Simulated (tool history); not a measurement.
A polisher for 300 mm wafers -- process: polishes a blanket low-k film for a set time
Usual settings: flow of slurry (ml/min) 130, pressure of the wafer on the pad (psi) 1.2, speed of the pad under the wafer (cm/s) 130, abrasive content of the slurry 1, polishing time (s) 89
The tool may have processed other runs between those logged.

run,hour,flow of slurry (ml/min),pressure of the wafer on the pad (psi),speed of the pad under the wafer (cm/s),abrasive content of the slurry,polishing time (s),"incoming thickness of the incoming film, nm",film removed (nm)
1,0,130,1.2,130,1,89,662.8,30.6
2,26.8,130,1.2,130,1,89,652.1,30.9
3,39.3,130,1.2,130,1,89,655.8,30.1
4,74.1,130,1.5,130,0.75,120,669.8,40.4
5,94.5,130,1.5,130,1.15,89,657.4,38.8
6,115.4,130,1.2,130,1,89,659.1,28.4
# hour 133.9: worn pad replaced by a new one
7,140.8,130,1.2,130,1.2,89,652.3,31.7
# hour 150.5: slurry blender recalibrated
8,229.8,130,1.2,130,1.25,73,667.6,28.2
9,249.3,85,1.2,166,1,89,653.3,32.5
10,271.4,130,1.2,130,1,89,658,29.7
# hour 294.4: slurry nozzle cleaned
11,301.9,130,1.2,102,1,89,645.4,24.3
12,326.1,130,1.2,130,1,89,660.8,29.9
13,353.5,130,1.2,130,1,89,664.5,29.3
# hour 357: conditioning disc replaced and pad reconditioned
# hour 385.2: head pressure recalibrated
14,385.7,130,1.2,130,1,89,661.6,28.2
# hour 401.8: worn pad replaced by a new one
15,418.2,130,1.6,130,1,89,667.1,35.4
# hour 433.7: slurry blender recalibrated
16,448.7,130,1.2,130,0.8,89,654.7,26.6
17,466.8,130,1.6,130,1,89,662.9,39.7
18,528.4,160,0.9,158,1,72,656.4,23.3
19,556.7,95,1.5,162,1,89,658,40.4
20,585.6,130,1.2,130,0.85,60,657.5,18.4
21,611.2,130,1.2,164,1.3,89,645.9,41.3
22,625.1,130,1.2,114,0.85,112,662.8,30.1
23,641.6,130,1.2,130,0.8,89,654,25.1
24,661.2,130,1.2,130,1,89,665.9,28.6
# hour 674.2: worn pad replaced by a new one
25,676.8,130,1.2,130,1,89,658.2,28.2
# hour 688.1: slurry blender recalibrated
26,703.9,130,0.8,96,1,89,668.1,16.8
27,733,130,1.2,130,1,89,661,31

Each row is a separate what-if for the run after 27, all from the same tool condition, not one after another. Results?
A,733.4,130,1.2,130,1,89,644.5,?
B,733.4,170,1.2,130,0.8,115,644.5,?
C,733.4,130,1.2,144,0.9,89,644.5,?

run,film removed (nm)
A,30.6
B,36.1
C,31.2
Without the tool's unlogged condition, the same runs would have read:
run,film removed (nm)
A,31
B,36.7
C,31.6
